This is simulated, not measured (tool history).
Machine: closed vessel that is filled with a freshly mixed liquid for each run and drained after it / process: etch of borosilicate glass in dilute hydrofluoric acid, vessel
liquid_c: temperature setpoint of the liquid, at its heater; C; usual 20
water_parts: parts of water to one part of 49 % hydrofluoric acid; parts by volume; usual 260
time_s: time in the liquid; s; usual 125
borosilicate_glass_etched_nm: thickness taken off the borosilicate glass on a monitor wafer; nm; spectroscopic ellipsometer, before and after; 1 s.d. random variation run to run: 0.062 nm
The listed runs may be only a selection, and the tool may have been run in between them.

| run | hour | liquid_c | water_parts | time_s | read-back film thickness of the borosilicate glass reference wafer, read on the same gauge (nm) | borosilicate_glass_etched_nm |
|---|---|---|---|---|---|---|
| 1 | 0 | 20 | 260 | 125 | 59.99 | 7.56 |
| 2 | 13.4 | 20 | 260 | 125 | 60.01 | 7.65 |
|  | 23.1 | gauge calibrated |
| 3 | 30 | 20 | 260 | 125 | 60 | 7.48 |
| 4 | 37.4 | 20 | 260 | 140 | 60 | 8.47 |
| 5 | 45.7 | 20 | 260 | 140 | 60 | 8.29 |
| 6 | 59.5 | 20 | 260 | 140 | 60 | 8.44 |
| 7 | 75.8 | 20 | 260 | 125 | 60.01 | 7.47 |
| 8 | 90.4 | 20 | 260 | 125 | 60.02 | 7.46 |
| 9 | 106.6 | 20 | 260 | 125 | 59.99 | 7.48 |
|  | 115.9 | hydrofluoric acid flow meter replaced |
| 10 | 117.3 | 20 | 360 | 125 | 60.02 | 5.9 |
| 11 | 130 | 20 | 360 | 125 | 59.98 | 5.85 |
| 12 | 146.8 | 20 | 260 | 125 | 60 | 8.94 |
|  | 159.1 | thermometer replaced |
| 13 | 162 | 20 | 345 | 125 | 60.02 | 6.13 |
| 14 | 168.7 | 18.5 | 260 | 125 | 60 | 8.38 |
| 15 | 179.6 | 20 | 260 | 125 | 60.01 | 8.8 |
| 16 | 187.4 | 20 | 260 | 125 | 59.99 | 8.77 |
| 17 | 197.1 | 25 | 320 | 190 | 59.99 | 12.18 |
| 18 | 208.8 | 17 | 180 | 165 | 60.01 | 16.09 |
| 19 | 225.6 | 20 | 145 | 125 | 60 | 17.92 |
| 20 | 235.2 | 20 | 180 | 65 | 60 | 7.1 |
|  | 235.7 | gauge calibrated |
| 21 | 253 | 20 | 260 | 125 | 60 | 8.76 |
| 22 | 261.8 | 20 | 260 | 125 | 59.98 | 8.81 |
| 23 | 268.7 | 20 | 175 | 60 | 60 | 6.77 |
| 24 | 275.3 | 18.5 | 260 | 70 | 59.99 | 4.63 |
| 25 | 281.3 | 21.5 | 310 | 160 | 60.01 | 9.53 |
| 26 | 291.7 | 20 | 260 | 125 | 60 | 8.73 |
| 27 | 298.3 | 20 | 165 | 125 | 59.99 | 15.02 |
| 28 | 308.1 | 25 | 260 | 100 | 60 | 8.33 |
| 29 | 323.9 | 20 | 260 | 125 | 59.98 | 8.65 |

Below are 4 alternative next runs, each starting from the tool's condition after run 29. Predict each:
| A | 324.6 | 20 | 175 | 125 | ? | ? |
| B | 324.6 | 17 | 260 | 150 | ? | ? |
| C | 324.6 | 23.5 | 260 | 150 | ? | ? |
| D | 324.6 | 20 | 260 | 165 | ? | ? |

| run | read-back film thickness of the borosilicate glass reference wafer, read on the same gauge (nm) | borosilicate_glass_etched_nm |
|---|---|---|
| A | 60.01 | 14.02 |
| B | 60.01 | 9.3 |
| C | 60.01 | 11.83 |
| D | 60.01 | 11.46 |
With the hidden condition removed and each run's random variation left untouched, the same runs would have given:
| run | borosilicate_glass_etched_nm |
|---|---|
| A | 14.31 |
| B | 9.5 |
| C | 12.1 |
| D | 11.71 |
